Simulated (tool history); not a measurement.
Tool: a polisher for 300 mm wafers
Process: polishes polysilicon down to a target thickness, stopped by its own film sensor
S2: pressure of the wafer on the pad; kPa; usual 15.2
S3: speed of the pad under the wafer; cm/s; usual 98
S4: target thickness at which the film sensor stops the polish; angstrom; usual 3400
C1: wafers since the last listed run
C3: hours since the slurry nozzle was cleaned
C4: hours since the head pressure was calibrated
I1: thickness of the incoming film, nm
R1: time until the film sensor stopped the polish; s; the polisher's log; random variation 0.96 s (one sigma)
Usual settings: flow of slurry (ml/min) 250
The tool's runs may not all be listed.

Run 1, hour 0.0: usual settings; C1 0; wafers polished on this pad 1642; C3 486.1; C4 845.5; I1 701.2. Result: R1 60.4 s.
Run 2, hour 69.0: usual settings; C1 580; wafers polished on this pad 2222; C3 555.1; C4 914.5; I1 695.5. Result: R1 60.4 s.
Run 3, hour 116.6: usual settings; C1 400; wafers polished on this pad 2623; C3 602.7; C4 962.1; I1 701.7. Result: R1 61.7 s.
Run 4, hour 163.0: usual settings; C1 390; wafers polished on this pad 3013; C3 649.1; C4 1008.5; I1 698.7. Result: R1 58.7 s.
At hour 175.2: worn pad replaced by a new one.
At hour 198.8: slurry nozzle cleaned.
Run 5, hour 220.7: usual settings but S2 17.9 kPa; C1 443; wafers polished on this pad 374; C3 21.9; C4 1066.2; I1 688.0. Result: R1 49.9 s.
Run 6, hour 313.9: usual settings; C1 784; wafers polished on this pad 1158; C3 115.1; C4 1159.4; I1 709.1. Result: R1 60.7 s.
Run 7, hour 354.2: usual settings; C1 339; wafers polished on this pad 1497; C3 155.4; C4 1199.7; I1 691.7. Result: R1 56.2 s.
Run 8, hour 414.1: usual settings; C1 503; wafers polished on this pad 2001; C3 215.3; C4 1259.6; I1 708.0. Result: R1 60.0 s.
At hour 420.4: head pressure recalibrated.
Run 9, hour 483.6: usual settings but flow of slurry (ml/min) 230; C1 567; wafers polished on this pad 2569; C3 284.8; C4 63.2; I1 684.7. Result: R1 53.7 s.
Run 10, hour 508.6: usual settings but flow of slurry (ml/min) 230; C1 210; wafers polished on this pad 2779; C3 309.8; C4 88.2; I1 703.8. Result: R1 57.2 s.
Run 11, hour 555.2: usual settings but S2 11.0 kPa; C1 392; wafers polished on this pad 3171; C3 356.4; C4 134.8; I1 701.5. Result: R1 73.8 s.
At hour 574.9: worn pad replaced by a new one.
Run 12, hour 626.0: usual settings but S2 11.0 kPa; C1 562; wafers polished on this pad 430; C3 427.2; C4 205.6; I1 698.8. Result: R1 73.5 s.
Run 13, hour 673.7: usual settings but S2 11.0 kPa; C1 401; wafers polished on this pad 831; C3 474.9; C4 253.3; I1 695.9. Result: R1 73.5 s.
Run 14, hour 743.2: usual settings but flow of slurry (ml/min) 315; C1 584; wafers polished on this pad 1416; C3 544.4; C4 322.8; I1 695.8. Result: R1 54.2 s.
Run 15, hour 807.0: usual settings but flow of slurry (ml/min) 315; C1 536; wafers polished on this pad 1952; C3 608.2; C4 386.6; I1 698.2. Result: R1 53.7 s.
At hour 846.9: slurry nozzle cleaned.
At hour 939.1: head pressure recalibrated, repeated, since the last time left the tool worse.
Run 16, hour 991.1: usual settings but flow of slurry (ml/min) 315; C1 1523; wafers polished on this pad 3476; C3 144.2; C4 52.0; I1 703.6. Result: R1 61.5 s.
At hour 1015.6: worn pad replaced by a new one.
Run 17, hour 1057.8: usual settings but S2 11.7 kPa, S3 88 cm/s; C1 527; wafers polished on this pad 354; C3 210.9; C4 118.7; I1 699.2. Result: R1 87.0 s.
Run 18, hour 1121.8: usual settings; C1 538; wafers polished on this pad 893; C3 274.9; C4 182.7; I1 693.7. Result: R1 60.0 s.
Run 19, hour 1175.7: usual settings but flow of slurry (ml/min) 335, S3 120 cm/s; C1 453; wafers polished on this pad 1346; C3 328.8; C4 236.6; I1 695.8. Result: R1 48.8 s.
Run 20, hour 1245.9: usual settings but S2 11.7 kPa, S3 122 cm/s; C1 590; wafers polished on this pad 1937; C3 399.0; C4 306.8; I1 697.5. Result: R1 61.1 s.
Run 21, hour 1303.4: usual settings but S2 11.0 kPa; C1 483; wafers polished on this pad 2421; C3 456.5; C4 364.3; I1 707.7. Result: R1 83.7 s.
Run 22, hour 1372.9: usual settings but flow of slurry (ml/min) 205, S2 12.4 kPa; C1 584; wafers polished on this pad 3005; C3 526.0; C4 433.8; I1 698.5. Result: R1 77.2 s.
At hour 1426.2: worn pad replaced by a new one.
Run 23, hour 1432.4: usual settings but S3 110 cm/s; C1 466; wafers polished on this pad 52; C3 585.5; C4 493.3; I1 695.9. Result: R1 55.9 s.
Run 24, hour 1473.8: usual settings but flow of slurry (ml/min) 180, S2 20.7 kPa, S3 86 cm/s, S4 2850 angstrom; C1 348; wafers polished on this pad 400; C3 626.9; C4 534.7; I1 709.3. Result: R1 63.2 s.
Run 25, hour 1503.0: usual settings but flow of slurry (ml/min) 275, S2 11.7 kPa, S3 132 cm/s, S4 2210 angstrom; C1 245; wafers polished on this pad 646; C3 656.1; C4 563.9; I1 706.9. Result: R1 78.0 s.
Run 26, hour 1572.3: usual settings but flow of slurry (ml/min) 175, S2 18.6 kPa; C1 583; wafers polished on this pad 1229; C3 725.4; C4 633.2; I1 711.9. Result: R1 54.0 s.
At hour 1585.5: slurry nozzle cleaned.
Run 27, hour 1633.7: usual settings but S4 4440 angstrom; C1 508; wafers polished on this pad 1737; C3 48.2; C4 694.6; I1 699.9. Result: R1 44.5 s.
Run 28, hour 1673.9: usual settings but flow of slurry (ml/min) 275, S2 13.1 kPa, S3 120 cm/s, S4 2610 angstrom; C1 338; wafers polished on this pad 2075; C3 88.4; C4 734.8; I1 701.2. Result: R1 69.0 s.
Run 29, hour 1714.9: usual settings but flow of slurry (ml/min) 335, S2 17.2 kPa, S3 116 cm/s, S4 3760 angstrom; C1 344; wafers polished on this pad 2420; C3 129.4; C4 775.8; I1 689.5. Result: R1 38.1 s.
At hour 1851.8: worn pad replaced by a new one.
Run 30, hour 1883.0: usual settings; C1 1380; wafers polished on this pad 262; C3 297.5; C4 943.9; I1 702.6. Result: R1 60.2 s.
Run 31, hour 1928.8: usual settings; C1 385; wafers polished on this pad 647; C3 343.3; C4 989.7; I1 699.8. Result: R1 60.6 s.
Run 32, hour 2073.1: usual settings but flow of slurry (ml/min) 165, S3 112 cm/s, S4 2250 angstrom; C1 1214; wafers polished on this pad 1861; C3 487.6; C4 1134.0; I1 698.1. Result: R1 71.3 s.
At hour 2092.3: head pressure recalibrated.
Run 33, hour 2110.0: usual settings but flow of slurry (ml/min) 290, S3 78 cm/s, S4 2950 angstrom; C1 293; wafers polished on this pad 2155; C3 524.5; C4 17.7; I1 698.9. Result: R1 90.0 s.
Run 34, hour 2162.5: usual settings but S3 68 cm/s; C1 441; wafers polished on this pad 2596; C3 577.0; C4 70.2; I1 691.6. Result: R1 89.7 s.

Forecast each of these 5 alternatives for the next run:
Run A, hour 2162.9: usual settings; C1 3; wafers polished on this pad 2600; C3 577.4; C4 70.6; I1 699.8. Result: R1 ?.
Run B, hour 2162.9: usual settings but S3 130 cm/s; C1 3; wafers polished on this pad 2600; C3 577.4; C4 70.6; I1 699.8. Result: R1 ?.
Run C, hour 2162.9: usual settings but S2 11.7 kPa; C1 3; wafers polished on this pad 2600; C3 577.4; C4 70.6; I1 699.8. Result: R1 ?.
Run D, hour 2162.9: usual settings but flow of slurry (ml/min) 315, S2 9.7 kPa, S3 80 cm/s, S4 3980 angstrom; C1 3; wafers polished on this pad 2600; C3 577.4; C4 70.6; I1 699.8. Result: R1 ?.
Run E, hour 2162.9: usual settings but flow of slurry (ml/min) 175, S2 9.7 kPa, S3 78 cm/s, S4 2340 angstrom; C1 3; wafers polished on this pad 2600; C3 577.4; C4 70.6; I1 699.8. Result: R1 ?.

run     R1
  A   63.4
  B   47.8
  C   80.4
  D   96.3
  E  161.9
Without the tool's hidden state the same runs would have given:
run     R1
  A   62.5
  B   47.1
  C   79.1
  D   94.8
  E  159.5

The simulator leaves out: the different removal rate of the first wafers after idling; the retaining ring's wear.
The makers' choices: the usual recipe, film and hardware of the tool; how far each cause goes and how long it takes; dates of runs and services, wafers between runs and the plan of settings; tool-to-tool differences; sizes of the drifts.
